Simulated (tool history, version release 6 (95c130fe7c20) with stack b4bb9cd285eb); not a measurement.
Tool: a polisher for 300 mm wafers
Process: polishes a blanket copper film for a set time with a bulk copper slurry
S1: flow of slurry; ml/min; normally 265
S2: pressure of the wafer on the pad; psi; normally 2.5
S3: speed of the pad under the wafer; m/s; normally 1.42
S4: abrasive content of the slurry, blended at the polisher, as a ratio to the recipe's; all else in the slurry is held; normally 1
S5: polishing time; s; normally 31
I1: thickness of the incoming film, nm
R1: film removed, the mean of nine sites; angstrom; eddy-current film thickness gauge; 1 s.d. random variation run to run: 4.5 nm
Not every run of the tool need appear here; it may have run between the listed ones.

run,hour,S1,S2,S3,S4,S5,I1,R1
1,0,265,2.5,1.42,1,31,1942.6,3593
2,24.2,265,3,1.42,1,31,1931.5,4218
3,43.2,265,3,1.42,1,31,1961.7,4102
# hour 68.6: worn pad replaced by a new one
4,71.6,265,3,1.42,1,31,1945.3,4626
# hour 84.7: slurry blender recalibrated
5,97.6,265,2.5,1.42,0.85,31,1945.6,3465
6,114.7,265,2.5,1.42,0.85,31,1928.6,3453
7,133.8,265,2.5,1.42,0.85,31,1933.8,3306
8,160.6,265,2.5,1.42,0.95,31,1978.9,3347
# hour 170.1: worn pad replaced by a new one
9,200.1,225,2.5,1.42,0.8,31,1946.4,3332
10,247,265,3.4,1.42,1,31,1947.2,4682
# hour 257.4: slurry blender recalibrated
# hour 258.2: head pressure recalibrated
# hour 259.2: worn pad replaced by a new one
11,261,300,3,1.1,1,31,1910.1,3837
# hour 275.8: slurry nozzle cleaned
12,287.4,265,2.5,1.42,1,31,1947.1,3660
13,317,265,2.5,1.42,0.8,31,1924.8,3346
14,353,210,2.5,1.42,1,31,1955.7,3399
# hour 361.5: worn pad replaced by a new one
15,369.8,265,2.5,1.42,1,31,1959.5,3777
16,382.9,175,1.6,1.42,0.9,21,1972.2,1508

Predict each of these 3 candidate next runs independently; none follows another, all start after run 16:
A,383.3,265,2.5,1.12,1,31,1948.4,?
B,383.3,340,2.5,1.74,1,31,1948.4,?
C,383.3,265,2.2,1.76,0.8,40,1948.4,?

run,R1
A,3098
B,4441
C,4785
Stripped of hidden state, with their random variation kept, the same runs would have yielded:
run,R1
A,3323
B,4764
C,5133
